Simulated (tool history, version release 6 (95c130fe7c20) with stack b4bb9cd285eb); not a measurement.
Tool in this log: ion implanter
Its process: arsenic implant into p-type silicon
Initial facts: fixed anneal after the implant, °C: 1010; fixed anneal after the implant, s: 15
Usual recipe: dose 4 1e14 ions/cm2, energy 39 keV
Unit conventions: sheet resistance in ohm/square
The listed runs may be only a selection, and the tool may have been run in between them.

run   hour  dose  energy  read-back reference wafer on the same gauge, sheet resistance  sheet resistance
  1      0  3.37      39                                                         257.54            285.84
  2   24.7  3.37      39                                                         258.16            287.73
  3   36.7  3.37      39                                                         257.89            290.51
  4   64.7     4      39                                                         258.27            251.53
  5   91.1     4      39                                                         257.97            252.88
  6  111.2     4      39                                                            258            253.09
  7  131.4  3.52      39                                                         258.26            281.62
  8  145.9  3.52      39                                                         258.08            282.51
  9  174.9  3.55      39                                                         257.82            277.92
 10  187.6     4      39                                                         257.63            255.95
 11  216.7     4    28.5                                                         258.21            266.44
 12  238.7     4    28.5                                                         258.24            267.36
 13  270.8     4    28.5                                                         257.64             268.5
 14  287.6     4      39                                                         258.09            255.58
 15  311.5     4      39                                                         257.96            254.97
 16  340.1     4      39                                                         258.19            254.21
     353.8  -- extraction supply calibrated
 17  369.2     4      39                                                         258.12            254.28

Run 18 comes next. What will it give?
 18  390.2  4.87      39                                                              ?                 ?

Run 18 came out at read-back reference wafer on the same gauge, sheet resistance 258.64, sheet resistance 220.87 ohm/square.
Minus the tool's unlogged condition, the same run would have read sheet resistance 213.39 ohm/square.

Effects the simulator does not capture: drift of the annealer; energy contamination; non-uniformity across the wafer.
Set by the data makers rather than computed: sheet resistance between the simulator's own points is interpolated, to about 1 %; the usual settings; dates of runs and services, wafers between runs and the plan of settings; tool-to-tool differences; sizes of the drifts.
